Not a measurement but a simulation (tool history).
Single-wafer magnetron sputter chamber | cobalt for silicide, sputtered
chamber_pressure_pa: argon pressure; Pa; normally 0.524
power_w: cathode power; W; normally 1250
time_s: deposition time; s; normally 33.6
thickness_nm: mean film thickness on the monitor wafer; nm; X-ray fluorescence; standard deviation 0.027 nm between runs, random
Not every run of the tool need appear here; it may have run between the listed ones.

run	hour	chamber_pressure_pa	power_w	time_s	read-back reference wafer on the same gauge, thickness_nm	thickness_nm
1	0	0.524	1250	33.6	15.804	18.08
2	19.1	0.524	1250	33.6	15.796	18.014
3	50.1	0.524	1250	29.5	15.797	15.796
4	69.9	0.524	1250	33.6	15.795	18.019
5	91.8	0.524	1250	33.6	15.805	17.971
6	122.3	0.524	1250	33.6	15.8	18.056
7	138	0.524	1250	33.6	15.797	17.965
8	157.9	0.524	1250	33.6	15.803	17.991
9	185.3	0.524	1250	33.6	15.807	17.981
10	218.5	0.524	1250	33.6	15.795	17.932
11	247.4	0.524	1250	33.6	15.802	17.895
12	267	0.524	1250	33.6	15.803	17.927
# hour 296.1: sputter target and shields replaced
13	296.6	0.524	1250	33.6	15.792	18.052
14	307.4	0.524	1250	33.6	15.802	18.007
# hour 333.6: gauge calibrated
15	396.1	0.524	1250	33.6	15.793	17.96
16	416.3	0.608	1250	37.6	15.797	19.822
17	452	0.524	1050	30.5	15.797	13.732
18	473.2	0.524	1250	33.6	15.806	18.024
19	501.4	0.524	1450	33.6	15.802	20.833
# hour 536: magnet pack replaced
# hour 541.9: capacitance manometer re-zeroed and calibrated
20	542.4	0.524	1250	27	15.804	14.602
21	545	0.592	1250	31.7	15.806	16.917
22	580.3	0.524	1250	33.6	15.798	18.09
23	605.3	0.524	1250	27.4	15.801	14.8
24	620.8	0.524	1250	27.2	15.807	14.648
25	634.7	0.524	1250	33.6	15.805	18.077
26	657.1	0.398	1100	36.6	15.811	17.696
27	683.7	0.524	1250	31.6	15.796	17.009
28	704.1	0.648	1250	33.6	15.807	17.7
29	735.8	0.524	1250	33.6	15.792	18.06
# hour 767: sputter target and shields replaced
30	767.5	0.524	1250	33.6	15.81	18.165
31	780.3	0.653	1100	33.6	15.798	15.628
32	800.8	0.524	1250	33.6	15.802	18.151
33	819.2	0.524	1150	29.7	15.801	14.737
34	831.2	0.524	1250	33.6	15.801	18.128
35	858.5	0.638	1100	28.4	15.788	13.249
36	875.3	0.524	1050	39.1	15.806	17.72

Forecast each of these 3 alternatives for the next run:
A	875.7	0.524	1250	33.6	?	?
B	875.7	0.339	1050	36.7	?	?
C	875.7	0.703	950	28.4	?	?

run	read-back reference wafer on the same gauge, thickness_nm	thickness_nm
A	15.792	18.123
B	15.792	17.16
C	15.792	11.296
Stripped of hidden state, with their random variation kept, the same runs would have yielded:
run	thickness_nm
A	18.155
B	17.19
C	11.316
